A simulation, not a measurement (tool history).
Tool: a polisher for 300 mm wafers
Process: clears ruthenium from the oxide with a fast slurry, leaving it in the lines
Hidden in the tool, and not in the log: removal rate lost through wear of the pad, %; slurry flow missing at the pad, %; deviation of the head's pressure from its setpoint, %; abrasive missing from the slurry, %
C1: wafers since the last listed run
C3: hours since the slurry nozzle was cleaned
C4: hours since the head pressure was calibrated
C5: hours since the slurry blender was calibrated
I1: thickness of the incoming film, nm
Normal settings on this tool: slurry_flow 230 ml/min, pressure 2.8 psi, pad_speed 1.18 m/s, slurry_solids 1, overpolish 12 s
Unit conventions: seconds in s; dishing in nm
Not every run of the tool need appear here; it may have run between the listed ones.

Run 1, hour 0: usual settings but slurry_flow 265 ml/min, slurry_solids 0.85; C1 0; wafers polished on this pad 4018; C3 226.4; C4 146.9; C5 319.1; I1 159.7. Result: seconds 32.1 s, dishing 45.4 nm.
At hour 37.1: worn pad replaced by a new one.
Run 2, hour 103.7: usual settings; C1 767; wafers polished on this pad 512; C3 330.1; C4 250.6; C5 422.8; I1 159.7. Result: seconds 30.3 s, dishing 46.5 nm.
Run 3, hour 209.4: usual settings; C1 813; wafers polished on this pad 1325; C3 435.8; C4 356.3; C5 528.5; I1 160.7. Result: seconds 31.7 s, dishing 46.8 nm.
At hour 212.6: slurry blender recalibrated.
Run 4, hour 287.3: usual settings; C1 584; wafers polished on this pad 1909; C3 513.7; C4 434.2; C5 74.7; I1 159.5. Result: seconds 31.4 s, dishing 45.5 nm.
Run 5, hour 352.2: usual settings but slurry_flow 190 ml/min, slurry_solids 1.15; C1 499; wafers polished on this pad 2409; C3 578.6; C4 499.1; C5 139.6; I1 159.7. Result: seconds 29.1 s, dishing 48.2 nm.
Run 6, hour 450.9: usual settings but slurry_flow 190 ml/min, slurry_solids 1.15; C1 759; wafers polished on this pad 3168; C3 677.3; C4 597.8; C5 238.3; I1 158.7. Result: seconds 29.3 s, dishing 49.6 nm.
At hour 470.4: worn pad replaced by a new one, repeated, since the last time left the tool worse.
Run 7, hour 532.5: usual settings; C1 597; wafers polished on this pad 478; C3 758.9; C4 679.4; C5 319.9; I1 158.5. Result: seconds 26.9 s, dishing 52.3 nm.
At hour 604.8: slurry nozzle cleaned.
Run 8, hour 634.3: usual settings; C1 775; wafers polished on this pad 1253; C3 29.5; C4 781.2; C5 421.7; I1 160.1. Result: seconds 26.8 s, dishing 51 nm.
Run 9, hour 700.6: usual settings; C1 510; wafers polished on this pad 1764; C3 95.8; C4 847.5; C5 488; I1 159.3. Result: seconds 27.9 s, dishing 51.5 nm.
Run 10, hour 770.4: usual settings but slurry_solids 1.2; C1 537; wafers polished on this pad 2301; C3 165.6; C4 917.3; C5 557.8; I1 159.5. Result: seconds 24.7 s, dishing 56.1 nm.
At hour 790.4: slurry blender recalibrated.
Run 11, hour 870.4: usual settings but slurry_solids 1.2; C1 754; wafers polished on this pad 3055; C3 265.6; C4 1017.3; C5 80; I1 162.8. Result: seconds 25.9 s, dishing 57.6 nm.
Run 12, hour 950.8: usual settings but slurry_flow 300 ml/min, pressure 3.3 psi, pad_speed 0.8 m/s; C1 618; wafers polished on this pad 3674; C3 346; C4 1097.7; C5 160.4; I1 160.4. Result: seconds 33.4 s, dishing 42.2 nm.
At hour 966: worn pad replaced by a new one.
At hour 984.6: head pressure recalibrated.
Run 13, hour 1055.6: usual settings but slurry_flow 165 ml/min, pressure 3.1 psi, slurry_solids 1.3, overpolish 7 s; C1 760; wafers polished on this pad 674; C3 450.8; C4 71; C5 265.2; I1 158.3. Result: seconds 21.8 s, dishing 39.4 nm.
Run 14, hour 1159.1: usual settings but slurry_flow 150 ml/min, pressure 3.6 psi, slurry_solids 0.75; C1 796; wafers polished on this pad 1470; C3 554.3; C4 174.5; C5 368.7; I1 157.5. Result: seconds 29.8 s, dishing 47.5 nm.
Run 15, hour 1253: usual settings but slurry_flow 185 ml/min; C1 722; wafers polished on this pad 2193; C3 648.2; C4 268.4; C5 462.6; I1 160.3. Result: seconds 29.4 s, dishing 48.5 nm.
At hour 1271.2: slurry blender recalibrated.
Run 16, hour 1330.9: usual settings but slurry_flow 190 ml/min, slurry_solids 1.15; C1 584; wafers polished on this pad 2777; C3 726.1; C4 346.3; C5 59.7; I1 158. Result: seconds 25.8 s, dishing 54.3 nm.
Run 17, hour 1375.1: usual settings but pressure 3.7 psi, pad_speed 1.36 m/s, slurry_solids 1.2; C1 340; wafers polished on this pad 3117; C3 770.3; C4 390.5; C5 103.9; I1 160.3. Result: seconds 16.4 s, dishing 78.8 nm.
Run 18, hour 1436.2: usual settings but slurry_flow 265 ml/min, slurry_solids 0.85; C1 470; wafers polished on this pad 3587; C3 831.4; C4 451.6; C5 165; I1 161. Result: seconds 32.6 s, dishing 44.5 nm.
At hour 1440.5: slurry nozzle cleaned.
Run 19, hour 1529.4: usual settings but pressure 3.3 psi; C1 709; wafers polished on this pad 4296; C3 88.9; C4 544.8; C5 258.2; I1 161.5. Result: seconds 23.8 s, dishing 57.7 nm.
At hour 1546: worn pad replaced by a new one.
Run 20, hour 1570.4: usual settings but slurry_flow 165 ml/min, pressure 2 psi; C1 284; wafers polished on this pad 187; C3 129.9; C4 585.8; C5 299.2; I1 158.5. Result: seconds 38.9 s, dishing 38.5 nm.
Run 21, hour 1662.3: usual settings but pressure 2.2 psi; C1 707; wafers polished on this pad 894; C3 221.8; C4 677.7; C5 391.1; I1 160.9. Result: seconds 34.9 s, dishing 42.8 nm.
Run 22, hour 1712.9: usual settings; C1 389; wafers polished on this pad 1284; C3 272.4; C4 728.3; C5 441.7; I1 160.5. Result: seconds 28 s, dishing 50.6 nm.
At hour 1752.9: slurry blender recalibrated.
Run 23, hour 1753.3: usual settings but slurry_flow 270 ml/min, slurry_solids 1.1; C1 295; wafers polished on this pad 1579; C3 312.8; C4 768.7; C5 0.4; I1 159.9. Result: seconds 25.4 s, dishing 54.3 nm.
Run 24, hour 1813.1: usual settings but slurry_solids 0.8; C1 460; wafers polished on this pad 2039; C3 372.6; C4 828.5; C5 60.2; I1 161.3. Result: seconds 34.8 s, dishing 43.2 nm.
Run 25, hour 1849.6: usual settings but slurry_flow 275 ml/min; C1 280; wafers polished on this pad 2320; C3 409.1; C4 865; C5 96.7; I1 162.4. Result: seconds 28.2 s, dishing 50.3 nm.
Run 26, hour 1887.3: usual settings but slurry_flow 150 ml/min, pressure 3.6 psi, slurry_solids 0.75; C1 290; wafers polished on this pad 2610; C3 446.8; C4 902.7; C5 134.4; I1 163.3. Result: seconds 31.2 s, dishing 46.1 nm.
Run 27, hour 1979.3: usual settings but slurry_flow 185 ml/min, pressure 3.2 psi, pad_speed 1.5 m/s, overpolish 14 s; C1 707; wafers polished on this pad 3318; C3 538.8; C4 994.7; C5 226.4; I1 160.7. Result: seconds 19.8 s, dishing 77.2 nm.
At hour 2019: head pressure recalibrated.
Run 28, hour 2053.4: usual settings but slurry_flow 265 ml/min, slurry_solids 0.85; C1 554; wafers polished on this pad 3873; C3 612.9; C4 34.4; C5 300.5; I1 161. Result: seconds 32.6 s, dishing 46 nm.
At hour 2086.7: worn pad replaced by a new one.
Run 29, hour 2098.9: usual settings but pressure 2 psi, pad_speed 1.44 m/s; C1 319; wafers polished on this pad 94; C3 658.4; C4 79.9; C5 346; I1 159.8. Result: seconds 31.2 s, dishing 44.7 nm.

Forecast each of these 3 alternatives for the next run:
Run A, hour 2099.3: usual settings but overpolish 6 s; C1 3; wafers polished on this pad 97; C3 658.8; C4 80.3; C5 346.4; I1 161.4. Result: seconds ?, dishing ?.
Run B, hour 2099.3: usual settings but slurry_flow 265 ml/min, pressure 2.3 psi, slurry_solids 1.15; C1 3; wafers polished on this pad 97; C3 658.8; C4 80.3; C5 346.4; I1 161.4. Result: seconds ?, dishing ?.
Run C, hour 2099.3: usual settings but slurry_flow 200 ml/min, pressure 3.3 psi, pad_speed 0.8 m/s; C1 3; wafers polished on this pad 97; C3 658.8; C4 80.3; C5 346.4; I1 161.4. Result: seconds ?, dishing ?.

run  seconds  dishing
  A     26.9     27.8
  B     29.1     48.7
  C     33.7     42.7
With the hidden condition removed and each run's random variation left untouched, the same runs would have given:
run  seconds  dishing
  A     26.4     28.3
  B     28.6     49.4
  C     33.1     43.4
